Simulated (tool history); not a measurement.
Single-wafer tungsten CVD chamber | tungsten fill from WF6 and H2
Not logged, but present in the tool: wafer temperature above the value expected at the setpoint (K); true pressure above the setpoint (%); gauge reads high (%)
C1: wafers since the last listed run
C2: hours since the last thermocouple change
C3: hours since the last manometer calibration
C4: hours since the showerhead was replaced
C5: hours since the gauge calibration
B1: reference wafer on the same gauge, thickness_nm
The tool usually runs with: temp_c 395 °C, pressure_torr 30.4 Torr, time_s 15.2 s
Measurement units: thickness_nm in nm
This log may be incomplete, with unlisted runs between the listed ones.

Run 1, hour 0: usual settings; C1 0; C2 723.7; C3 2209.8; C4 2206.4; C5 169.6; B1 40.839. Result: thickness_nm 41.212 nm.
Run 2, hour 22.1: usual settings; C1 972; C2 745.8; C3 2231.9; C4 2228.5; C5 191.7; B1 40.754. Result: thickness_nm 41.088 nm.
Run 3, hour 58: usual settings; C1 1579; C2 781.7; C3 2267.8; C4 2264.4; C5 227.6; B1 40.819. Result: thickness_nm 40.984 nm.
Run 4, hour 82.7: usual settings; C1 1086; C2 806.4; C3 2292.5; C4 2289.1; C5 252.3; B1 40.804. Result: thickness_nm 41.248 nm.
Run 5, hour 106.3: usual settings; C1 1038; C2 830; C3 2316.1; C4 2312.7; C5 275.9; B1 40.726. Result: thickness_nm 41.146 nm.
Run 6, hour 129: usual settings; C1 998; C2 852.7; C3 2338.8; C4 2335.4; C5 298.6; B1 40.747. Result: thickness_nm 41.09 nm.
At hour 141.3: gauge calibrated.
Run 7, hour 151.3: usual settings; C1 981; C2 875; C3 2361.1; C4 2357.7; C5 10; B1 40.796. Result: thickness_nm 41.054 nm.
Run 8, hour 186.7: usual settings but temp_c 391 °C, pressure_torr 37.2 Torr; C1 1557; C2 910.4; C3 2396.5; C4 2393.1; C5 45.4; B1 40.845. Result: thickness_nm 40.565 nm.
At hour 197.8: thermocouple changed; heater temperature recalibrated.
At hour 283.7: showerhead replaced.
At hour 286.9: capacitance manometer re-zeroed and calibrated.
Run 9, hour 287.4: usual settings but time_s 17.2 s; C1 3583; C2 89.6; C3 0.5; C4 3.7; C5 146.1; B1 40.857. Result: thickness_nm 46.363 nm.
Run 10, hour 295.6: usual settings; C1 360; C2 97.8; C3 8.7; C4 11.9; C5 154.3; B1 40.802. Result: thickness_nm 40.779 nm.
Run 11, hour 313.1: usual settings but time_s 17.8 s; C1 769; C2 115.3; C3 26.2; C4 29.4; C5 171.8; B1 40.794. Result: thickness_nm 48.439 nm.
Run 12, hour 344.7: usual settings but temp_c 407 °C; C1 1390; C2 146.9; C3 57.8; C4 61; C5 203.4; B1 40.752. Result: thickness_nm 53.006 nm.
Run 13, hour 372.9: usual settings; C1 1240; C2 175.1; C3 86; C4 89.2; C5 231.6; B1 40.848. Result: thickness_nm 40.95 nm.
Run 14, hour 398.3: usual settings but temp_c 403 °C, time_s 17.8 s; C1 1117; C2 200.5; C3 111.4; C4 114.6; C5 257; B1 40.8. Result: thickness_nm 56.805 nm.

Forecast run 15:
Run 15, hour 430.7: usual settings but temp_c 391 °C, pressure_torr 34.7 Torr; C1 1425; C2 232.9; C3 143.8; C4 147; C5 289.4; B1 ?. Result: thickness_nm ?.

{"run 15": {"B1": 40.815, "thickness_nm": 39.424}}
With the hidden condition absent and the run-to-run variation left alone, this run would have shown thickness_nm 39.424 nm.

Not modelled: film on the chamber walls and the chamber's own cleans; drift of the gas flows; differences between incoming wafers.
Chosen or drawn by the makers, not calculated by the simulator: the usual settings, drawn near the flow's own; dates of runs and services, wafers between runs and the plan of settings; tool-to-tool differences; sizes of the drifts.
